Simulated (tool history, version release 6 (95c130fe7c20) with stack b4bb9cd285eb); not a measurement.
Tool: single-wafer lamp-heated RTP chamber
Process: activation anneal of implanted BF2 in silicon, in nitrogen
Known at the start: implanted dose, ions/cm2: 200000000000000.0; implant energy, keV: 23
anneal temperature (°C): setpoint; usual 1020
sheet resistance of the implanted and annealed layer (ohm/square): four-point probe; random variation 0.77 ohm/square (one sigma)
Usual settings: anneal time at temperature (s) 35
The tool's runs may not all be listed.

run	hour	anneal temperature (°C)	anneal time at temperature (s)	read-back reference wafer on the same gauge, sheet resistance	sheet resistance of the implanted and annealed layer (ohm/square)
1	0	1020	35	426.15	519.81
2	10.1	1027	27	426.41	522.57
3	19.3	1027	27	426.24	520.76
4	35.8	1020	28	426.83	522.78
5	49.4	1020	28	426.81	521.68
6	59.6	1020	35	427.03	520.97
7	74.3	1020	35	427.13	521.57
8	84.9	1020	35	427.55	520.79
9	94.5	1020	35	427.76	522.38
10	108.7	1013	35	427.9	522.57
11	147.2	1013	35	428.3	522.93
12	159.5	1039	35	428.58	518.08
# hour 172.7: reflector plate cleaned
13	173.2	1020	35	428.57	521.9
# hour 179.8: gauge calibrated
14	186.9	1031	35	419.87	510.99
15	196.4	1031	35	420.25	509.97
16	212.5	1020	35	420.17	512.78
17	223.8	1045	50	420.37	503.29
18	238.9	1003	41	420.83	513.41
19	251.8	999	47	421.17	513.55
20	265	1012	46	421.09	513.69
21	278.7	1020	35	421.21	514.27
22	293.4	995	35	421.51	517.11
# hour 308.5: pyrometer window cleaned and pyrometer calibrated
23	309	1037	28	421.9	512.85
24	320.6	1047	50	421.43	504.1
25	327.6	1039	14	421.69	521.33
26	336.4	1020	26	421.65	517.03
27	353.7	1020	35	422.2	514.87
28	369.2	1020	20	422.55	521.62
29	378.9	1028	46	422.74	512.71
30	393.9	1020	35	423.07	516.37
31	401.5	1042	35	422.95	512.66
32	416.8	1020	35	423.38	515.62
33	424.6	1032	42	423.32	511.17
34	434.4	1038	55	423.69	505.35
35	450.5	1020	35	423.64	516.44
36	468.4	1008	35	423.84	519.33
37	483.9	1034	35	424.13	514.78

Forecast each of these 4 alternatives for the next run:
A	484.3	1020	35	?	?
B	484.3	1038	26	?	?
C	484.3	995	50	?	?
D	484.3	992	49	?	?

run	read-back reference wafer on the same gauge, sheet resistance	sheet resistance of the implanted and annealed layer (ohm/square)
A	424.24	516.82
B	424.24	517.18
C	424.24	517.34
D	424.24	518.18
Without the tool's hidden state the same runs would have given:
run	sheet resistance of the implanted and annealed layer (ohm/square)
A	511.8
B	512.16
C	512.32
D	513.14
